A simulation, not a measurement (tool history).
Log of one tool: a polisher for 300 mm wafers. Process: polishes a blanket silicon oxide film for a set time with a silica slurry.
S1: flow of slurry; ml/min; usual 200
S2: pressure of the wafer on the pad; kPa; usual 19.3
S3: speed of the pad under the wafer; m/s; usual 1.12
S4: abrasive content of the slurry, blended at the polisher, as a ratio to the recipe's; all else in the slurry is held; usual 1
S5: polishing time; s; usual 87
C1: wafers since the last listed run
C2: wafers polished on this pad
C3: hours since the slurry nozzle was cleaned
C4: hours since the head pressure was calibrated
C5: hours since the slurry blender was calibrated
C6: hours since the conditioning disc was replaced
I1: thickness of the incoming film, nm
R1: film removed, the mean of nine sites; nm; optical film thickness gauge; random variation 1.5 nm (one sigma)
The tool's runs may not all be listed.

run,hour,S1,S2,S3,S4,S5,C1,C2,C3,C4,C5,C6,I1,R1
1,0,200,21.4,1.12,1,87,0,2147,348.3,494.2,563.3,614.4,829.6,154.9
# hour 57.1: slurry blender recalibrated
2,67.5,200,19.3,1.12,1,78,863,3010,415.8,561.7,10.4,681.9,825,123.3
# hour 78.5: conditioning disc replaced and pad reconditioned
3,166.6,200,19.3,1.12,1,78,1279,4289,514.9,660.8,109.5,88.1,823.3,120
# hour 197.5: slurry nozzle cleaned
4,227.8,200,19.3,1.12,1,78,793,5082,30.3,722,170.7,149.3,828.4,128.8
# hour 239.7: head pressure recalibrated
5,304.5,200,19.3,1.12,1,87,984,6067,107,64.8,247.4,226,836.2,143.7
6,371.5,200,19.3,1.12,1,87,882,6950,174,131.8,314.4,293,828.3,142.5
7,428,155,19.3,1.48,1,87,744,7694,230.5,188.3,370.9,349.5,831.7,152.1
8,490.4,200,19.3,0.78,1,106,822,8516,292.9,250.7,433.3,411.9,831.6,143
# hour 516.1: worn pad replaced by a new one
9,581.8,235,19.3,1.12,0.9,87,1151,866,384.3,342.1,524.7,503.3,830.7,141.3
10,660.9,235,17.2,1.12,1,87,1042,1908,463.4,421.2,603.8,582.4,821.4,128.3
# hour 670.3: slurry blender recalibrated
# hour 703.8: conditioning disc replaced and pad reconditioned
11,732.8,200,19.3,1.12,1,87,894,2803,535.3,493.1,62.5,29,837.9,136.6
12,769,245,26.2,1.12,1,87,476,3280,571.5,529.3,98.7,65.2,845.5,189.9
# hour 791.9: slurry nozzle cleaned
13,815.8,200,24.1,1.12,1.25,87,603,3883,23.9,576.1,145.5,112,849.5,203.8
14,908.5,200,19.3,1.12,1,87,1221,5105,116.6,668.8,238.2,204.7,830.2,145.4
15,949.4,200,19.3,1.12,0.9,87,538,5643,157.5,709.7,279.1,245.6,833.7,134.5
16,992.3,200,19.3,1.36,1,60,565,6209,200.4,752.6,322,288.5,841.9,107.5
# hour 995.9: head pressure recalibrated
17,1058.5,250,19.3,0.98,1,67,845,7055,266.6,62.6,388.2,354.7,828.3,104.3
18,1118.2,200,19.3,1.12,1,87,786,7841,326.3,122.3,447.9,414.4,828.4,139.7
19,1180.2,200,25.5,1.12,1,87,816,8658,388.3,184.3,509.9,476.4,824.2,183.3
# hour 1199.5: worn pad replaced by a new one
20,1254.7,200,19.3,1.42,1.2,87,928,727,462.8,258.8,584.4,550.9,834.2,180.3
# hour 1314.4: slurry blender recalibrated
# hour 1321.8: conditioning disc replaced and pad reconditioned
21,1358.4,200,19.3,1.12,1,109,1313,2041,566.5,362.5,44,36.6,845.4,173.7
22,1451.1,200,19.3,1.12,1,87,1221,3262,659.2,455.2,136.7,129.3,830.9,131.2
# hour 1479.4: slurry nozzle cleaned
23,1548.2,200,19.3,0.8,1,87,1266,4528,68.8,552.3,233.8,226.4,817.3,123.7
24,1634.3,240,16.5,1.12,1.2,87,1134,5663,154.9,638.4,319.9,312.5,835.4,136
# hour 1700.1: head pressure recalibrated
25,1713,200,23.4,1.46,1,87,1010,6673,233.6,12.9,398.6,391.2,830.4,191.2

Each row is a separate what-if for the run after 25, all from the same tool condition, not one after another. Results?
A,1713.4,200,19.3,1.12,1,87,5,6678,234,13.3,399,391.6,825.2,?
B,1713.4,200,19.3,0.84,1,87,5,6678,234,13.3,399,391.6,825.2,?
C,1713.4,200,19.3,0.84,1.25,112,5,6678,234,13.3,399,391.6,825.2,?
D,1713.4,245,22.8,1.12,1,87,5,6678,234,13.3,399,391.6,825.2,?

run,R1
A,139.4
B,122.4
C,176.1
D,169.6
Had the tool no hidden state, the same runs would have come out as:
run,R1
A,157.7
B,138.5
C,199.2
D,190.6

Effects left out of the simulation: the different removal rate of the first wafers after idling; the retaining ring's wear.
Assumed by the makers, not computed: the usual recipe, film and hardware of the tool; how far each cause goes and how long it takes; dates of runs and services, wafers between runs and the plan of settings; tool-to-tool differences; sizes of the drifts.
